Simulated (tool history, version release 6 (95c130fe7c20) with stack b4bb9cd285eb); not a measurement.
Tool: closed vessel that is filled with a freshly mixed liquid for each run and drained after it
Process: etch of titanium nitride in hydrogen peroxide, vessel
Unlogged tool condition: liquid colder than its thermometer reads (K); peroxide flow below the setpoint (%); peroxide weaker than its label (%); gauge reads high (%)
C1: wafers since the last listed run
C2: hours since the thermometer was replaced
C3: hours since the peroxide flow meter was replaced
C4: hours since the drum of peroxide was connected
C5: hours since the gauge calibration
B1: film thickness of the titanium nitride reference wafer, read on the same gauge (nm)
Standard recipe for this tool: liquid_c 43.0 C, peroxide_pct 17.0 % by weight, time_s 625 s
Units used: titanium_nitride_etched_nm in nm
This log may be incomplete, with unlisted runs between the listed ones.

{"run": 1, "day": 0.0, "liquid_c": 43.0, "peroxide_pct": 17.0, "time_s": 625, "C1": 0, "C2": 429.5, "C3": 2072.4, "C4": 197.0, "C5": 480.0, "B1": 140.03, "titanium_nitride_etched_nm": 9.26}
{"run": 2, "day": 0.929, "liquid_c": 43.0, "peroxide_pct": 17.0, "time_s": 540, "C1": 973, "C2": 451.8, "C3": 2094.7, "C4": 219.3, "C5": 502.3, "B1": 140.02, "titanium_nitride_etched_nm": 8.05}
{"run": 3, "day": 2.046, "liquid_c": 43.0, "peroxide_pct": 17.0, "time_s": 540, "C1": 1169, "C2": 478.6, "C3": 2121.5, "C4": 246.1, "C5": 529.1, "B1": 140.01, "titanium_nitride_etched_nm": 7.94}
{"day": 2.938, "done": "peroxide flow meter replaced"}
{"run": 4, "day": 3.079, "liquid_c": 43.0, "peroxide_pct": 17.0, "time_s": 540, "C1": 1038, "C2": 503.4, "C3": 3.4, "C4": 270.9, "C5": 553.9, "B1": 140.01, "titanium_nitride_etched_nm": 7.86}
{"run": 5, "day": 4.067, "liquid_c": 43.0, "peroxide_pct": 17.0, "time_s": 625, "C1": 1034, "C2": 527.1, "C3": 27.1, "C4": 294.6, "C5": 577.6, "B1": 140.02, "titanium_nitride_etched_nm": 9.08}
{"run": 6, "day": 4.867, "liquid_c": 43.0, "peroxide_pct": 17.0, "time_s": 625, "C1": 838, "C2": 546.3, "C3": 46.3, "C4": 313.8, "C5": 596.8, "B1": 139.99, "titanium_nitride_etched_nm": 9.16}
{"run": 7, "day": 5.442, "liquid_c": 43.0, "peroxide_pct": 17.0, "time_s": 625, "C1": 602, "C2": 560.1, "C3": 60.1, "C4": 327.6, "C5": 610.6, "B1": 139.99, "titanium_nitride_etched_nm": 9.24}
{"run": 8, "day": 6.667, "liquid_c": 43.0, "peroxide_pct": 17.0, "time_s": 625, "C1": 1283, "C2": 589.5, "C3": 89.5, "C4": 357.0, "C5": 640.0, "B1": 140.01, "titanium_nitride_etched_nm": 9.01}
{"run": 9, "day": 7.867, "liquid_c": 43.0, "peroxide_pct": 17.0, "time_s": 625, "C1": 1257, "C2": 618.3, "C3": 118.3, "C4": 385.8, "C5": 668.8, "B1": 140.03, "titanium_nitride_etched_nm": 8.99}
{"run": 10, "day": 9.15, "liquid_c": 43.0, "peroxide_pct": 21.5, "time_s": 895, "C1": 1344, "C2": 649.1, "C3": 149.1, "C4": 416.6, "C5": 699.6, "B1": 140.0, "titanium_nitride_etched_nm": 13.52}
{"run": 11, "day": 9.833, "liquid_c": 43.0, "peroxide_pct": 21.5, "time_s": 895, "C1": 715, "C2": 665.5, "C3": 165.5, "C4": 433.0, "C5": 716.0, "B1": 140.0, "titanium_nitride_etched_nm": 13.82}
{"run": 12, "day": 10.612, "liquid_c": 40.5, "peroxide_pct": 17.0, "time_s": 625, "C1": 816, "C2": 684.2, "C3": 184.2, "C4": 451.7, "C5": 734.7, "B1": 139.98, "titanium_nitride_etched_nm": 7.61}
{"run": 13, "day": 11.904, "liquid_c": 51.5, "peroxide_pct": 20.0, "time_s": 625, "C1": 1353, "C2": 715.2, "C3": 215.2, "C4": 482.7, "C5": 765.7, "B1": 139.99, "titanium_nitride_etched_nm": 17.41}
{"day": 12.304, "done": "gauge calibrated"}
{"run": 14, "day": 12.6, "liquid_c": 46.0, "peroxide_pct": 17.0, "time_s": 375, "C1": 729, "C2": 731.9, "C3": 231.9, "C4": 499.4, "C5": 7.1, "B1": 140.01, "titanium_nitride_etched_nm": 6.99}
{"run": 15, "day": 13.117, "liquid_c": 39.5, "peroxide_pct": 14.5, "time_s": 735, "C1": 541, "C2": 744.3, "C3": 244.3, "C4": 511.8, "C5": 19.5, "B1": 139.99, "titanium_nitride_etched_nm": 8.03}
{"run": 16, "day": 14.6, "liquid_c": 47.0, "peroxide_pct": 18.5, "time_s": 300, "C1": 1554, "C2": 779.9, "C3": 279.9, "C4": 547.4, "C5": 55.1, "B1": 140.02, "titanium_nitride_etched_nm": 6.06}
{"run": 17, "day": 15.154, "liquid_c": 43.0, "peroxide_pct": 17.0, "time_s": 625, "C1": 580, "C2": 793.2, "C3": 293.2, "C4": 560.7, "C5": 68.4, "B1": 139.98, "titanium_nitride_etched_nm": 9.29}
{"run": 18, "day": 15.946, "liquid_c": 35.0, "peroxide_pct": 20.0, "time_s": 940, "C1": 829, "C2": 812.2, "C3": 312.2, "C4": 579.7, "C5": 87.4, "B1": 140.0, "titanium_nitride_etched_nm": 7.75}
{"day": 16.125, "done": "new drum of peroxide connected"}
{"run": 19, "day": 16.896, "liquid_c": 48.0, "peroxide_pct": 20.0, "time_s": 405, "C1": 951, "C2": 835.0, "C3": 335.0, "C4": 18.5, "C5": 110.2, "B1": 139.99, "titanium_nitride_etched_nm": 9.0}
{"day": 17.712, "done": "thermometer replaced"}
{"run": 20, "day": 18.146, "liquid_c": 43.0, "peroxide_pct": 17.0, "time_s": 625, "C1": 1265, "C2": 10.4, "C3": 365.0, "C4": 48.5, "C5": 140.2, "B1": 140.0, "titanium_nitride_etched_nm": 9.24}
{"run": 21, "day": 19.308, "liquid_c": 43.0, "peroxide_pct": 17.0, "time_s": 790, "C1": 1217, "C2": 38.3, "C3": 392.9, "C4": 76.4, "C5": 168.1, "B1": 140.03, "titanium_nitride_etched_nm": 11.7}
{"run": 22, "day": 20.254, "liquid_c": 47.0, "peroxide_pct": 17.0, "time_s": 625, "C1": 990, "C2": 61.0, "C3": 415.6, "C4": 99.1, "C5": 190.8, "B1": 140.01, "titanium_nitride_etched_nm": 12.4}
{"run": 23, "day": 21.204, "liquid_c": 48.0, "peroxide_pct": 20.0, "time_s": 405, "C1": 995, "C2": 83.8, "C3": 438.4, "C4": 121.9, "C5": 213.6, "B1": 139.98, "titanium_nitride_etched_nm": 8.93}
{"run": 24, "day": 22.525, "liquid_c": 43.0, "peroxide_pct": 17.0, "time_s": 625, "C1": 1383, "C2": 115.5, "C3": 470.1, "C4": 153.6, "C5": 245.3, "B1": 140.02, "titanium_nitride_etched_nm": 9.17}
{"run": 25, "day": 23.346, "liquid_c": 43.0, "peroxide_pct": 17.0, "time_s": 625, "C1": 859, "C2": 135.2, "C3": 489.8, "C4": 173.3, "C5": 265.0, "B1": 139.99, "titanium_nitride_etched_nm": 9.16}
{"run": 26, "day": 24.517, "liquid_c": 43.0, "peroxide_pct": 17.0, "time_s": 625, "C1": 1226, "C2": 163.3, "C3": 517.9, "C4": 201.4, "C5": 293.1, "B1": 140.0, "titanium_nitride_etched_nm": 9.41}
{"run": 27, "day": 25.383, "liquid_c": 43.0, "peroxide_pct": 17.0, "time_s": 625, "C1": 908, "C2": 184.1, "C3": 538.7, "C4": 222.2, "C5": 313.9, "B1": 140.03, "titanium_nitride_etched_nm": 9.23}
{"run": 28, "day": 26.021, "liquid_c": 43.0, "peroxide_pct": 15.0, "time_s": 995, "C1": 667, "C2": 199.4, "C3": 554.0, "C4": 237.5, "C5": 329.2, "B1": 140.0, "titanium_nitride_etched_nm": 14.34}

For each run, what was the tool's unlogged condition?
liquid colder than its thermometer reads (K): 0 across all the runs
peroxide flow below the setpoint (%): 0 across all the runs
peroxide weaker than its label (%): 0 across all the runs
gauge reads high (%): 0 across all the runs
